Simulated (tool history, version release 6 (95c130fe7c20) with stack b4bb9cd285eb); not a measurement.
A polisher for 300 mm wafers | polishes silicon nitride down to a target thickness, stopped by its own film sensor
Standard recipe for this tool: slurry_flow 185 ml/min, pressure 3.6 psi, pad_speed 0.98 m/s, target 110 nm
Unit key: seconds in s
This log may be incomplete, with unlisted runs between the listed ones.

run	hour	slurry_flow	pressure	pad_speed	target	incoming thickness of the incoming film, nm	seconds
1	0.0	185	3.6	0.98	110	251.6	92.2
# hour 14.8: worn pad replaced by a new one
2	30.6	185	4.2	0.98	147	252.6	58.3
3	45.2	185	4.2	0.98	147	247.7	55.6
4	61.1	185	3.6	0.98	110	254.1	94.2
5	75.3	185	3.9	0.98	110	251.0	86.2
6	83.3	185	3.9	0.98	110	251.7	88.1
7	90.8	185	3.6	0.98	149	253.3	66.7
8	98.2	185	3.6	0.98	86	248.2	104.0
9	112.8	185	3.6	0.98	110	251.3	89.9
10	118.9	185	3.6	1.08	110	251.8	83.5
# hour 126.8: worn pad replaced by a new one
# hour 128.4: slurry nozzle cleaned
11	128.7	185	3.6	1.08	110	250.9	89.5
12	137.1	185	3.6	0.98	110	252.0	98.5
13	155.1	185	3.6	0.98	110	246.0	95.8
# hour 168.0: worn pad replaced by a new one, repeated, since the last time left the tool worse
14	168.5	185	3.6	0.98	110	251.7	87.5
15	176.7	185	4.2	0.98	147	254.4	58.7
16	193.0	140	3.6	0.74	65	251.5	155.1
17	203.3	185	3.6	1.10	110	252.3	83.2
18	214.3	185	3.6	0.98	110	247.9	86.1
19	225.2	185	3.6	0.98	90	246.7	99.4
# hour 230.1: head pressure recalibrated
20	235.1	185	3.9	0.98	110	252.9	85.5
21	241.2	225	3.6	0.98	85	255.5	105.5
22	256.2	185	3.6	1.24	79	250.1	93.2
23	264.6	185	3.6	0.98	110	247.6	89.5
# hour 274.6: worn pad replaced by a new one
24	275.1	140	3.6	1.32	110	252.2	70.5
25	284.2	185	3.6	0.98	110	244.4	83.4
26	297.5	185	3.6	0.98	77	251.5	106.0
27	306.6	135	3.6	0.68	68	249.8	159.9
28	315.6	185	3.6	0.98	110	251.5	91.5

3 options for the next run, each taken on its own from the tool as it stands now. Forecast them:
A	316.1	185	3.6	0.98	110	252.0	?
B	316.1	185	3.6	0.70	110	252.0	?
C	316.1	125	3.6	0.98	155	252.0	?

run	seconds
A	86.5
B	113.2
C	63.4
With the hidden condition removed and each run's random variation left untouched, the same runs would have given:
run	seconds
A	82.6
B	108.1
C	60.5
